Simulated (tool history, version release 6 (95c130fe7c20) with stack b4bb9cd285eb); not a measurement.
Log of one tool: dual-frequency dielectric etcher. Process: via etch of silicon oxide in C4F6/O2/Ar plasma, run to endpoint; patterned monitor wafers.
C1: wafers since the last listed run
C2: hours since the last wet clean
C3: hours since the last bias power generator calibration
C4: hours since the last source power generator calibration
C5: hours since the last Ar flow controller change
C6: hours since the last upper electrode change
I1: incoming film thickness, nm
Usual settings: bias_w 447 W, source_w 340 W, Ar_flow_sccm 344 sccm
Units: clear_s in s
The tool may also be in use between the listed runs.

run 1 hour=0.0 | bias_w=447 source_w=340 Ar_flow_sccm=344 | C1=0 C2=176.6 C3=4095.9 C4=1647.6 C5=4539.7 C6=4380.4 | I1=135.1 | clear_s=33.5
run 2 hour=70.2 | bias_w=447 source_w=340 Ar_flow_sccm=344 | C1=1369 C2=246.8 C3=4166.1 C4=1717.8 C5=4609.9 C6=4450.6 | I1=132.8 | clear_s=32.5
run 3 hour=141.6 | bias_w=535 source_w=340 Ar_flow_sccm=344 | C1=1392 C2=318.2 C3=4237.5 C4=1789.2 C5=4681.3 C6=4522.0 | I1=133.0 | clear_s=29.6
-- hour=187.7 wet clean of the chamber
run 4 hour=207.7 | bias_w=535 source_w=340 Ar_flow_sccm=344 | C1=821 C2=20.0 C3=4303.6 C4=1855.3 C5=4747.4 C6=4588.1 | I1=132.1 | clear_s=29.9
run 5 hour=248.4 | bias_w=447 source_w=290 Ar_flow_sccm=400 | C1=793 C2=60.7 C3=4344.3 C4=1896.0 C5=4788.1 C6=4628.8 | I1=134.3 | clear_s=35.8
run 6 hour=298.8 | bias_w=447 source_w=290 Ar_flow_sccm=400 | C1=982 C2=111.1 C3=4394.7 C4=1946.4 C5=4838.5 C6=4679.2 | I1=133.4 | clear_s=35.4
run 7 hour=347.8 | bias_w=447 source_w=310 Ar_flow_sccm=344 | C1=955 C2=160.1 C3=4443.7 C4=1995.4 C5=4887.5 C6=4728.2 | I1=133.8 | clear_s=33.9
run 8 hour=390.3 | bias_w=447 source_w=310 Ar_flow_sccm=344 | C1=828 C2=202.6 C3=4486.2 C4=2037.9 C5=4930.0 C6=4770.7 | I1=133.3 | clear_s=33.7
run 9 hour=462.2 | bias_w=447 source_w=340 Ar_flow_sccm=344 | C1=1402 C2=274.5 C3=4558.1 C4=2109.8 C5=5001.9 C6=4842.6 | I1=134.3 | clear_s=32.6
-- hour=480.6 source power generator calibrated
run 10 hour=488.8 | bias_w=447 source_w=340 Ar_flow_sccm=344 | C1=440 C2=301.1 C3=4584.7 C4=8.2 C5=5028.5 C6=4869.2 | I1=135.4 | clear_s=33.3
run 11 hour=517.6 | bias_w=447 source_w=340 Ar_flow_sccm=344 | C1=561 C2=329.9 C3=4613.5 C4=37.0 C5=5057.3 C6=4898.0 | I1=133.2 | clear_s=32.5
-- hour=549.8 upper electrode replaced
-- hour=550.1 wet clean of the chamber
run 12 hour=554.4 | bias_w=447 source_w=340 Ar_flow_sccm=344 | C1=245 C2=4.3 C3=4650.3 C4=73.8 C5=5094.1 C6=4.6 | I1=133.7 | clear_s=33.9
run 13 hour=620.5 | bias_w=355 source_w=370 Ar_flow_sccm=300 | C1=1289 C2=70.4 C3=4716.4 C4=139.9 C5=5160.2 C6=70.7 | I1=134.3 | clear_s=36.3
-- hour=627.5 Ar flow controller replaced
run 14 hour=686.8 | bias_w=447 source_w=340 Ar_flow_sccm=344 | C1=1176 C2=136.7 C3=4782.7 C4=206.2 C5=59.3 C6=137.0 | I1=134.2 | clear_s=33.6
run 15 hour=723.9 | bias_w=393 source_w=340 Ar_flow_sccm=344 | C1=723 C2=173.8 C3=4819.8 C4=243.3 C5=96.4 C6=174.1 | I1=133.6 | clear_s=35.5
run 16 hour=786.6 | bias_w=398 source_w=370 Ar_flow_sccm=344 | C1=1222 C2=236.5 C3=4882.5 C4=306.0 C5=159.1 C6=236.8 | I1=134.8 | clear_s=34.1
run 17 hour=837.0 | bias_w=447 source_w=340 Ar_flow_sccm=344 | C1=982 C2=286.9 C3=4932.9 C4=356.4 C5=209.5 C6=287.2 | I1=132.5 | clear_s=32.6
-- hour=898.4 wet clean of the chamber
run 18 hour=898.9 | bias_w=352 source_w=290 Ar_flow_sccm=415 | C1=739 C2=0.5 C3=4994.8 C4=418.3 C5=271.4 C6=349.1 | I1=133.7 | clear_s=41.2
-- hour=947.1 bias power generator calibrated
run 19 hour=961.3 | bias_w=447 source_w=340 Ar_flow_sccm=344 | C1=1139 C2=62.9 C3=14.2 C4=480.7 C5=333.8 C6=411.5 | I1=133.8 | clear_s=33.4
run 20 hour=1014.3 | bias_w=545 source_w=400 Ar_flow_sccm=310 | C1=1033 C2=115.9 C3=67.2 C4=533.7 C5=386.8 C6=464.5 | I1=132.7 | clear_s=27.8
run 21 hour=1072.7 | bias_w=447 source_w=390 Ar_flow_sccm=430 | C1=1139 C2=174.3 C3=125.6 C4=592.1 C5=445.2 C6=522.9 | I1=134.4 | clear_s=32.2
run 22 hour=1128.1 | bias_w=447 source_w=340 Ar_flow_sccm=344 | C1=1080 C2=229.7 C3=181.0 C4=647.5 C5=500.6 C6=578.3 | I1=132.5 | clear_s=32.7
run 23 hour=1189.1 | bias_w=356 source_w=340 Ar_flow_sccm=344 | C1=1189 C2=290.7 C3=242.0 C4=708.5 C5=561.6 C6=639.3 | I1=134.7 | clear_s=36.9
run 24 hour=1246.5 | bias_w=447 source_w=340 Ar_flow_sccm=298 | C1=1119 C2=348.1 C3=299.4 C4=765.9 C5=619.0 C6=696.7 | I1=132.1 | clear_s=31.8

3 ways to go on from here, each from the tool as it stands after run 24. What would each give?
run A hour=1246.9 | bias_w=447 source_w=390 Ar_flow_sccm=344 | C1=7 C2=348.5 C3=299.8 C4=766.3 C5=619.4 C6=697.1 | I1=133.5 | clear_s=?
run B hour=1246.9 | bias_w=494 source_w=270 Ar_flow_sccm=293 | C1=7 C2=348.5 C3=299.8 C4=766.3 C5=619.4 C6=697.1 | I1=133.5 | clear_s=?
run C hour=1246.9 | bias_w=536 source_w=340 Ar_flow_sccm=344 | C1=7 C2=348.5 C3=299.8 C4=766.3 C5=619.4 C6=697.1 | I1=133.5 | clear_s=?

run=A clear_s=30.8
run=B clear_s=33.5
run=C clear_s=29.8
Without the tool's hidden state the same runs would have given:
run=A clear_s=32.1
run=B clear_s=34.9
run=C clear_s=31.0
